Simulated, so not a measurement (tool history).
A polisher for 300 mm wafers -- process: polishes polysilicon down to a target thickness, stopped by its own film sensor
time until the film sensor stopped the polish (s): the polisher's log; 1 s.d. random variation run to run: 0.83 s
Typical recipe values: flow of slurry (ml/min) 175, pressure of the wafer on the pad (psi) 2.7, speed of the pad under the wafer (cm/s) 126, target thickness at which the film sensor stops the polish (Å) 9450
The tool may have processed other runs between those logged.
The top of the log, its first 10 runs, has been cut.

run	hour	flow of slurry (ml/min)	pressure of the wafer on the pad (psi)	speed of the pad under the wafer (cm/s)	target thickness at which the film sensor stops the polish (Å)	wafers since the last listed run	wafers polished on this pad	hours since the slurry nozzle was cleaned	hours since the head pressure was calibrated	incoming thickness of the incoming film, nm	time until the film sensor stopped the polish (s)
11	581.3	175	2.7	126	9450	493	563	693.7	666.4	1531.3	56.2
12	647.8	175	2.7	126	9450	458	1021	760.2	732.9	1575.7	62.0
13	700.6	155	2.7	126	9450	364	1386	813.0	785.7	1554.3	61.9
# hour 712.4: slurry nozzle cleaned
14	727.8	175	2.7	126	8720	180	1567	15.4	812.9	1525.4	64.3
15	773.1	175	2.7	126	9450	312	1879	60.7	858.2	1550.2	60.1
16	843.2	175	2.7	126	9450	483	2363	130.8	928.3	1558.5	62.4
17	895.4	175	2.7	126	9450	360	2723	183.0	980.5	1527.6	59.9
# hour 903.6: worn pad replaced by a new one
18	940.2	175	2.7	140	9450	281	252	227.8	1025.3	1531.9	53.0
19	999.1	155	2.7	102	7630	406	659	286.7	1084.2	1567.4	89.1
20	1065.6	175	3.3	82	8340	458	1118	353.2	1150.7	1546.2	70.4
21	1105.5	175	3.5	126	8040	275	1393	393.1	1190.6	1552.5	56.7
# hour 1174.7: head pressure recalibrated
22	1175.2	175	2.7	162	8510	467	1860	462.8	0.5	1547.0	59.4
23	1240.5	175	2.7	126	9450	450	2311	528.1	65.8	1544.0	61.6
# hour 1280.1: worn pad replaced by a new one
24	1295.1	175	2.7	126	9450	349	103	582.7	120.4	1568.2	59.3
25	1360.5	205	2.7	144	9450	451	554	648.1	185.8	1524.3	49.9
26	1428.2	145	2.4	126	9450	467	1021	715.8	253.5	1550.7	68.6
# hour 1466.6: slurry nozzle cleaned
27	1484.6	175	2.7	126	9450	382	1403	18.0	309.9	1557.8	61.4
28	1514.9	130	2.7	126	8520	209	1613	48.3	340.2	1535.8	71.3
29	1544.9	175	3.4	126	9450	207	1820	78.3	370.2	1563.5	48.5
30	1584.1	145	2.2	112	10930	270	2090	117.5	409.4	1547.4	63.0
# hour 1619.4: worn pad replaced by a new one
31	1654.4	150	2.7	126	9450	457	241	187.8	479.7	1584.3	63.4
32	1679.4	175	2.7	126	8810	172	413	212.8	504.7	1525.9	61.4
33	1714.3	190	2.7	126	7570	240	654	247.7	539.6	1561.3	77.9
34	1751.8	175	2.7	126	9450	258	913	285.2	577.1	1519.8	58.2
35	1810.9	175	2.7	126	9450	407	1321	344.3	636.2	1546.3	59.7

Alternative continuations, all from the tool just after run 35; predict every row:
A	1811.3	115	2.7	126	9450	2	1323	344.7	636.6	1558.8	?
B	1811.3	175	2.4	140	9450	2	1323	344.7	636.6	1558.8	?
C	1811.3	175	2.1	156	7710	2	1323	344.7	636.6	1558.8	?
D	1811.3	130	1.8	104	7620	2	1323	344.7	636.6	1558.8	?

run	time until the film sensor stopped the polish (s)
A	66.5
B	64.6
C	88.5
D	140.7
The same runs, with their run-to-run variation unchanged, on a tool lacking any hidden condition would have given:
run	time until the film sensor stopped the polish (s)
A	63.1
B	61.3
C	83.9
D	133.5

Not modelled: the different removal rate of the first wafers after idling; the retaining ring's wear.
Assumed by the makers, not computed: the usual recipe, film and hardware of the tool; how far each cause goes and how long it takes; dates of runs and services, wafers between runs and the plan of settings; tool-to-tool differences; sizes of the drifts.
